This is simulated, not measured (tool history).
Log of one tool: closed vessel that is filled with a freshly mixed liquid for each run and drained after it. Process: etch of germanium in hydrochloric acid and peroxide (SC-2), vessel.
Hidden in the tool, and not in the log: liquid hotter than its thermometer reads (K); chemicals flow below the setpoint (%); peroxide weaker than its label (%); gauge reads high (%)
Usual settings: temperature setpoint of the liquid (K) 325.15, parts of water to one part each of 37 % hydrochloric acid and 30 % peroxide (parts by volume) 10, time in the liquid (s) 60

| run | hour | temperature setpoint of the liquid (K) | parts of water to one part each of 37 % hydrochloric acid and 30 % peroxide (parts by volume) | time in the liquid (s) | wafers since the last listed run | hours since the thermometer was replaced | hours since the chemicals flow meter was replaced | hours since the drum of peroxide was connected | hours since the gauge calibration | read-back film thickness of the germanium reference wafer, read on the same gauge (nm) | thickness taken off the germanium on a monitor wafer (nm) |
|---|---|---|---|---|---|---|---|---|---|---|---|
| 1 | 0 | 325.15 | 10 | 60 | 0 | 260.4 | 651.7 | 741.5 | 204.9 | 69.95 | 94.87 |
| 2 | 35.2 | 325.15 | 10 | 60 | 3979 | 295.6 | 686.9 | 776.7 | 240.1 | 70.03 | 94.89 |
| 3 | 60.1 | 325.15 | 10 | 60 | 2814 | 320.5 | 711.8 | 801.6 | 265 | 70 | 94.87 |
| 4 | 86.4 | 325.15 | 10 | 60 | 2973 | 346.8 | 738.1 | 827.9 | 291.3 | 69.98 | 95.65 |
| 5 | 121.5 | 325.15 | 10 | 60 | 3967 | 381.9 | 773.2 | 863 | 326.4 | 70.02 | 96.58 |
| 6 | 150.1 | 325.15 | 10 | 60 | 3233 | 410.5 | 801.8 | 891.6 | 355 | 69.99 | 96.22 |
|  | 170.4 | new drum of peroxide connected |
| 7 | 175.8 | 325.15 | 14 | 60 | 2792 | 436.2 | 827.5 | 5.4 | 380.7 | 69.98 | 92.99 |
|  | 187.7 | chemicals flow meter replaced |
|  | 197.4 | thermometer replaced |
| 8 | 211.6 | 325.15 | 11 | 60 | 3820 | 14.2 | 23.9 | 41.2 | 416.5 | 69.98 | 90.12 |
| 9 | 226.3 | 316.15 | 11.5 | 75 | 1661 | 28.9 | 38.6 | 55.9 | 431.2 | 69.99 | 84.16 |
| 10 | 238.8 | 325.15 | 10 | 60 | 1413 | 41.4 | 51.1 | 68.4 | 443.7 | 69.96 | 93.3 |
|  | 249.2 | gauge calibrated |
| 11 | 267.8 | 325.15 | 10 | 60 | 3278 | 70.4 | 80.1 | 97.4 | 18.6 | 70 | 92.17 |
| 12 | 280.7 | 321.15 | 7 | 60 | 1458 | 83.3 | 93 | 110.3 | 31.5 | 69.98 | 84.76 |
| 13 | 312.4 | 329.65 | 5.5 | 45 | 3583 | 115 | 124.7 | 142 | 63.2 | 70.04 | 83.49 |
| 14 | 377.8 | 325.15 | 12.5 | 60 | 7393 | 180.4 | 190.1 | 207.4 | 128.6 | 70.02 | 90.74 |
| 15 | 397 | 325.15 | 11.5 | 60 | 2170 | 199.6 | 209.3 | 226.6 | 147.8 | 69.96 | 93.13 |
| 16 | 416.5 | 321.65 | 13.5 | 90 | 2204 | 219.1 | 228.8 | 246.1 | 167.3 | 69.97 | 122.47 |

What was the tool's hidden state at every run in the log?
chemicals flow below the setpoint (%): 0 at every run
peroxide weaker than its label (%): 0 at every run
gauge reads high (%): 0 at every run
H1: liquid hotter than its thermometer reads (K)
| run | H1 |
|---|---|
| 1 | 1.02 |
| 2 | 1.15 |
| 3 | 1.24 |
| 4 | 1.34 |
| 5 | 1.47 |
| 6 | 1.58 |
| 7 | 1.67 |
| 8 | 0.0879 |
| 9 | 0.143 |
| 10 | 0.19 |
| 11 | 0.298 |
| 12 | 0.346 |
| 13 | 0.464 |
| 14 | 0.709 |
| 15 | 0.78 |
| 16 | 0.853 |
